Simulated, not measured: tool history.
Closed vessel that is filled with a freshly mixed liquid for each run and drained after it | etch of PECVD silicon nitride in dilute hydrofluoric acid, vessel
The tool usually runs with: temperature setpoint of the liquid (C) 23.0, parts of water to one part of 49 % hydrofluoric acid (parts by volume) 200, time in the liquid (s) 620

run	day	temperature setpoint of the liquid (C)	parts of water to one part of 49 % hydrofluoric acid (parts by volume)	time in the liquid (s)	wafers since the last listed run	hours since the thermometer was replaced	hours since the hydrofluoric acid flow meter was replaced	hours since the gauge calibration	read-back film thickness of the PECVD silicon nitride reference wafer, read on the same gauge (nm)	thickness taken off the PECVD silicon nitride on a monitor wafer (Å)
1	0.000	23.0	200	620	0	3143.2	783.5	88.2	90.01	108.1
2	0.292	23.0	200	620	597	3150.2	790.5	95.2	89.97	107.7
3	0.829	23.0	200	620	1100	3163.1	803.4	108.1	89.99	108.5
4	2.867	23.0	150	620	4172	3212.0	852.3	157.0	89.98	144.3
5	3.292	23.0	200	620	870	3222.2	862.5	167.2	89.98	108.5
6	3.717	23.0	200	620	870	3232.4	872.7	177.4	90.00	109.1
7	4.300	23.0	200	620	1194	3246.4	886.7	191.4	89.99	109.6
# day 4.704: hydrofluoric acid flow meter replaced
# day 4.854: thermometer replaced
8	4.875	23.0	200	620	1006	0.5	4.1	205.2	89.98	99.0
9	5.338	23.0	200	620	947	11.6	15.2	216.3	89.98	99.8
10	5.867	23.0	270	310	1083	24.3	27.9	229.0	90.04	37.2
# day 5.975: gauge calibrated
11	6.208	27.0	295	525	699	32.5	36.1	5.6	90.01	73.2
12	6.708	26.5	160	620	1023	44.5	48.1	17.6	90.03	154.8
13	7.129	23.0	200	620	861	54.6	58.2	27.7	90.02	100.0
14	7.438	26.5	230	620	631	62.0	65.6	35.1	90.02	109.0
15	8.067	19.5	230	620	1288	77.1	80.7	50.2	90.00	70.4
16	8.433	19.0	145	920	750	85.9	89.5	59.0	90.00	157.9
17	8.933	23.0	200	620	1023	97.9	101.5	71.0	90.02	100.2
18	9.662	23.0	200	620	1493	115.4	119.0	88.5	89.97	100.8

Each row is a separate what-if for the run after 18, all from the same tool condition, not one after another. Results?
A	9.696	23.0	200	460	68	116.2	119.8	89.3	?	?
B	9.696	26.0	200	250	68	116.2	119.8	89.3	?	?
C	9.696	20.0	200	800	68	116.2	119.8	89.3	?	?
D	9.696	27.5	240	430	68	116.2	119.8	89.3	?	?
E	9.696	24.5	280	860	68	116.2	119.8	89.3	?	?

run	read-back film thickness of the PECVD silicon nitride reference wafer, read on the same gauge (nm)	thickness taken off the PECVD silicon nitride on a monitor wafer (Å)
A	90.03	75.0
B	90.03	49.2
C	90.03	107.4
D	90.03	77.3
E	90.03	110.4
Without the tool's unlogged condition, the same runs would have read:
run	thickness taken off the PECVD silicon nitride on a monitor wafer (Å)
A	73.3
B	48.1
C	105.0
D	75.6
E	108.0
